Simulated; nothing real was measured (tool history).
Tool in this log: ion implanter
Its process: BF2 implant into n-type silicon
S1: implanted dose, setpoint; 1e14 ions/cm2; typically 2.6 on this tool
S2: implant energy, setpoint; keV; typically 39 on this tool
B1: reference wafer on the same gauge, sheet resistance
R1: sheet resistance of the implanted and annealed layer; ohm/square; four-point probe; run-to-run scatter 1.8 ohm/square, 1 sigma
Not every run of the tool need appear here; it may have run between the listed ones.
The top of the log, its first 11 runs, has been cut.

{"run": 12, "hour": 597.7, "S1": 2.6, "S2": 39, "B1": 419.17, "R1": 442.64}
{"run": 13, "hour": 621.9, "S1": 3.12, "S2": 29.5, "B1": 418.83, "R1": 392.88}
{"run": 14, "hour": 649.9, "S1": 3.08, "S2": 43.5, "B1": 418.98, "R1": 382.65}
{"run": 15, "hour": 697.7, "S1": 2.6, "S2": 39, "B1": 419.49, "R1": 445.61}
{"run": 16, "hour": 733.8, "S1": 2.25, "S2": 39, "B1": 418.48, "R1": 503.98}
{"run": 17, "hour": 787.7, "S1": 2.6, "S2": 39, "B1": 419.36, "R1": 447.98}
{"run": 18, "hour": 840.7, "S1": 2.6, "S2": 39, "B1": 418.6, "R1": 444.28}
{"run": 19, "hour": 885.5, "S1": 2.93, "S2": 49, "B1": 419.47, "R1": 394.01}
{"run": 20, "hour": 944.3, "S1": 2.6, "S2": 34.5, "B1": 418.8, "R1": 454.35}
{"hour": 1047.4, "done": "extraction supply calibrated"}
{"run": 21, "hour": 1047.9, "S1": 2.6, "S2": 33, "B1": 418.47, "R1": 459.05}
{"run": 22, "hour": 1085.8, "S1": 1.94, "S2": 35, "B1": 419.06, "R1": 581.61}
{"run": 23, "hour": 1247.6, "S1": 2.4, "S2": 29.5, "B1": 418.87, "R1": 494.58}
{"run": 24, "hour": 1295.3, "S1": 2.6, "S2": 46, "B1": 419.11, "R1": 442.96}
{"hour": 1315.2, "done": "Faraday cup replaced and dose calibrated"}
{"run": 25, "hour": 1340.8, "S1": 2.6, "S2": 39, "B1": 418.45, "R1": 429.4}
{"run": 26, "hour": 1392.4, "S1": 2.07, "S2": 27.5, "B1": 419.59, "R1": 545.42}
{"run": 27, "hour": 1577.9, "S1": 2.6, "S2": 39, "B1": 418.63, "R1": 431}
{"hour": 1578.3, "done": "gauge calibrated"}
{"run": 28, "hour": 1627.0, "S1": 2, "S2": 43.5, "B1": 418.57, "R1": 527.63}
{"run": 29, "hour": 1674.1, "S1": 2.99, "S2": 28.5, "B1": 418.79, "R1": 396.06}
{"run": 30, "hour": 1714.9, "S1": 2.4, "S2": 39, "B1": 418.34, "R1": 464.58}
{"run": 31, "hour": 1754.1, "S1": 2, "S2": 44.5, "B1": 418.85, "R1": 529.39}

The next listed run, before its measurement:
{"run": 32, "hour": 1808.9, "S1": 2.6, "S2": 39, "B1": "?", "R1": "?"}

{"run 32": {"B1": 418.54, "R1": 432.08}}
Minus the tool's unlogged condition, the same run would have read R1 429.11 ohm/square.
